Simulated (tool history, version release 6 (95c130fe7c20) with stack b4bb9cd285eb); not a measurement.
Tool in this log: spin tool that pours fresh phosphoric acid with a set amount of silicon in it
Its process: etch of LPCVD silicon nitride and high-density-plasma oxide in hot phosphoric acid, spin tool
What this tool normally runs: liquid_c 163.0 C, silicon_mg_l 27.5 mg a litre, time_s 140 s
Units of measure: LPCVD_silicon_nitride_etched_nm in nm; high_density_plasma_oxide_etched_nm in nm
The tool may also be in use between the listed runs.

| run | day | liquid_c | silicon_mg_l | time_s | read-back film thickness of the LPCVD silicon nitride reference wafer, read on the same gauge (nm) | read-back film thickness of the high-density-plasma oxide reference wafer, read on the same gauge (nm) | LPCVD_silicon_nitride_etched_nm | high_density_plasma_oxide_etched_nm |
|---|---|---|---|---|---|---|---|---|
| 1 | 0.000 | 163.0 | 27.5 | 140 | 142.67 | 71.358 | 14.64 | 0.321 |
|  | 0.517 | gauge calibrated |
| 2 | 1.488 | 163.0 | 27.5 | 140 | 140.55 | 70.247 | 14.28 | 0.289 |
| 3 | 3.129 | 163.0 | 27.5 | 140 | 141.01 | 70.518 | 14.30 | 0.318 |
| 4 | 5.388 | 163.0 | 27.5 | 140 | 141.51 | 70.742 | 14.47 | 0.344 |
| 5 | 7.492 | 163.0 | 27.5 | 80 | 141.82 | 70.928 | 8.28 | 0.197 |
| 6 | 9.467 | 163.0 | 27.5 | 80 | 142.03 | 70.980 | 8.33 | 0.203 |
| 7 | 12.058 | 163.0 | 27.5 | 80 | 142.15 | 71.066 | 8.27 | 0.171 |
| 8 | 13.558 | 161.5 | 44.0 | 60 | 142.28 | 71.123 | 5.95 | 0.051 |
| 9 | 17.488 | 163.0 | 27.5 | 140 | 142.33 | 71.169 | 14.55 | 0.318 |
|  | 18.396 | heated supply line repaired |
|  | 18.596 | dissolved silicon flow meter replaced |
|  | 18.679 | gauge calibrated |
| 10 | 19.567 | 163.0 | 27.5 | 100 | 140.57 | 70.302 | 10.19 | 0.229 |
|  | 19.917 | thermometer replaced |
| 11 | 21.442 | 162.0 | 37.5 | 70 | 141.19 | 70.576 | 6.91 | 0.098 |
| 12 | 24.417 | 163.0 | 42.5 | 105 | 141.70 | 70.870 | 10.94 | 0.117 |
| 13 | 25.596 | 161.0 | 37.5 | 195 | 141.86 | 70.953 | 18.92 | 0.295 |
| 14 | 27.188 | 163.0 | 41.5 | 185 | 142.00 | 71.013 | 19.26 | 0.229 |

Consider 3 possible next runs. They are alternatives, not a sequence: every one starts from the tool as it was left by run 14. What does each give?
| A | 27.208 | 163.0 | 7.5 | 140 | ? | ? | ? | ? |
| B | 27.208 | 165.0 | 16.0 | 90 | ? | ? | ? | ? |
| C | 27.208 | 161.5 | 34.5 | 140 | ? | ? | ? | ? |

| run | read-back film thickness of the LPCVD silicon nitride reference wafer, read on the same gauge (nm) | read-back film thickness of the high-density-plasma oxide reference wafer, read on the same gauge (nm) | LPCVD_silicon_nitride_etched_nm | high_density_plasma_oxide_etched_nm |
|---|---|---|---|---|
| A | 142.03 | 71.012 | 14.54 | 0.563 |
| B | 142.03 | 71.012 | 9.99 | 0.344 |
| C | 142.03 | 71.012 | 13.84 | 0.218 |
Had the tool no hidden state, the same runs would have come out as:
| run | LPCVD_silicon_nitride_etched_nm | high_density_plasma_oxide_etched_nm |
|---|---|---|
| A | 14.33 | 0.555 |
| B | 9.84 | 0.339 |
| C | 13.64 | 0.215 |
